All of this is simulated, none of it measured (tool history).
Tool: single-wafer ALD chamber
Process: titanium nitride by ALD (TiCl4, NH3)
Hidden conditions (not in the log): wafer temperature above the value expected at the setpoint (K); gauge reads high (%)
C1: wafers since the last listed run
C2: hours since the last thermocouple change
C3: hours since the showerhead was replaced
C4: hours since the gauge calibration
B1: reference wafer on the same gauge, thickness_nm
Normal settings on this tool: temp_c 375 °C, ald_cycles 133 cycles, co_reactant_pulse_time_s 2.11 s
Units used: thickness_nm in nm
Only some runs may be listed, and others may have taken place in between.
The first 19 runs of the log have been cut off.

Run 20, day 67.254: usual settings but ald_cycles 116 cycles, co_reactant_pulse_time_s 1.64 s; C1 215; C2 513.8; C3 1129.3; C4 4069.7; B1 2.63. Result: thickness_nm 2.509 nm.
Run 21, day 71.246: usual settings but temp_c 388 °C, ald_cycles 149 cycles; C1 237; C2 609.6; C3 1225.1; C4 4165.5; B1 2.631. Result: thickness_nm 3.41 nm.
Run 22, day 75.35: usual settings but ald_cycles 158 cycles; C1 244; C2 708.1; C3 1323.6; C4 4264; B1 2.631. Result: thickness_nm 3.526 nm.
Run 23, day 76.908: usual settings but temp_c 366 °C, ald_cycles 115 cycles, co_reactant_pulse_time_s 1.57 s; C1 92; C2 745.5; C3 1361; C4 4301.4; B1 2.63. Result: thickness_nm 2.404 nm.
Run 24, day 80.175: usual settings but temp_c 380 °C, ald_cycles 107 cycles, co_reactant_pulse_time_s 2.42 s; C1 194; C2 823.9; C3 1439.4; C4 4379.8; B1 2.631. Result: thickness_nm 2.447 nm.
Run 25, day 82.346: usual settings but temp_c 367 °C, co_reactant_pulse_time_s 2.72 s; C1 129; C2 876; C3 1491.5; C4 4431.9; B1 2.63. Result: thickness_nm 3.025 nm.
Run 26, day 85.675: usual settings but temp_c 383 °C, ald_cycles 148 cycles, co_reactant_pulse_time_s 2.7 s; C1 198; C2 955.9; C3 1571.4; C4 4511.8; B1 2.631. Result: thickness_nm 3.426 nm.
Run 27, day 87.375: usual settings but ald_cycles 150 cycles; C1 101; C2 996.7; C3 1612.2; C4 4552.6; B1 2.629. Result: thickness_nm 3.363 nm.
At day 89.45: gauge calibrated.
Run 28, day 89.867: usual settings but temp_c 365 °C, ald_cycles 151 cycles, co_reactant_pulse_time_s 1.7 s; C1 148; C2 1056.5; C3 1672; C4 10; B1 2.63. Result: thickness_nm 3.178 nm.
Run 29, day 92.071: usual settings but temp_c 388 °C; C1 131; C2 1109.4; C3 1724.9; C4 62.9; B1 2.63. Result: thickness_nm 3.029 nm.
Run 30, day 95.358: usual settings; C1 195; C2 1188.3; C3 1803.8; C4 141.8; B1 2.63. Result: thickness_nm 2.967 nm.
At day 95.733: thermocouple changed; heater temperature recalibrated.
Run 31, day 97.142: usual settings; C1 86; C2 33.8; C3 1846.6; C4 184.6; B1 2.631. Result: thickness_nm 2.99 nm.
Run 32, day 99.275: usual settings but temp_c 384 °C, co_reactant_pulse_time_s 1.75 s; C1 127; C2 85; C3 1897.8; C4 235.8; B1 2.63. Result: thickness_nm 2.96 nm.
Run 33, day 101.683: usual settings but temp_c 363 °C, co_reactant_pulse_time_s 1.49 s; C1 143; C2 142.8; C3 1955.6; C4 293.6; B1 2.631. Result: thickness_nm 2.744 nm.
Run 34, day 104.962: usual settings; C1 195; C2 221.5; C3 2034.3; C4 372.3; B1 2.63. Result: thickness_nm 2.98 nm.
Run 35, day 109.108: usual settings; C1 247; C2 321; C3 2133.8; C4 471.8; B1 2.631. Result: thickness_nm 2.988 nm.
Run 36, day 111.971: usual settings but ald_cycles 123 cycles; C1 170; C2 389.7; C3 2202.5; C4 540.5; B1 2.63. Result: thickness_nm 2.77 nm.
Run 37, day 125.142: usual settings but temp_c 385 °C, ald_cycles 159 cycles, co_reactant_pulse_time_s 2.71 s; C1 785; C2 705.8; C3 2518.6; C4 856.6; B1 2.63. Result: thickness_nm 3.676 nm.
Run 38, day 126.771: usual settings but temp_c 366 °C, ald_cycles 109 cycles, co_reactant_pulse_time_s 2.57 s; C1 97; C2 744.9; C3 2557.7; C4 895.7; B1 2.629. Result: thickness_nm 2.465 nm.
Run 39, day 130.554: usual settings; C1 225; C2 835.7; C3 2648.5; C4 986.5; B1 2.63. Result: thickness_nm 2.979 nm.

Consider 4 possible next runs. They are alternatives, not a sequence: every one starts from the tool as it was left by run 39. What does each give?
Run A, day 130.583: usual settings; C1 1; C2 836.4; C3 2649.2; C4 987.2; B1 ?. Result: thickness_nm ?.
Run B, day 130.583: usual settings but co_reactant_pulse_time_s 2.47 s; C1 1; C2 836.4; C3 2649.2; C4 987.2; B1 ?. Result: thickness_nm ?.
Run C, day 130.583: usual settings but ald_cycles 142 cycles; C1 1; C2 836.4; C3 2649.2; C4 987.2; B1 ?. Result: thickness_nm ?.
Run D, day 130.583: usual settings but temp_c 381 °C, ald_cycles 145 cycles, co_reactant_pulse_time_s 2.93 s; C1 1; C2 836.4; C3 2649.2; C4 987.2; B1 ?. Result: thickness_nm ?.

run    B1  thickness_nm
  A  2.63         2.974
  B  2.63         3.022
  C  2.63         3.175
  D  2.63         3.358
With no hidden state in the tool, these same runs would have given:
run  thickness_nm
  A         2.992
  B         3.038
  C         3.195
  D         3.363

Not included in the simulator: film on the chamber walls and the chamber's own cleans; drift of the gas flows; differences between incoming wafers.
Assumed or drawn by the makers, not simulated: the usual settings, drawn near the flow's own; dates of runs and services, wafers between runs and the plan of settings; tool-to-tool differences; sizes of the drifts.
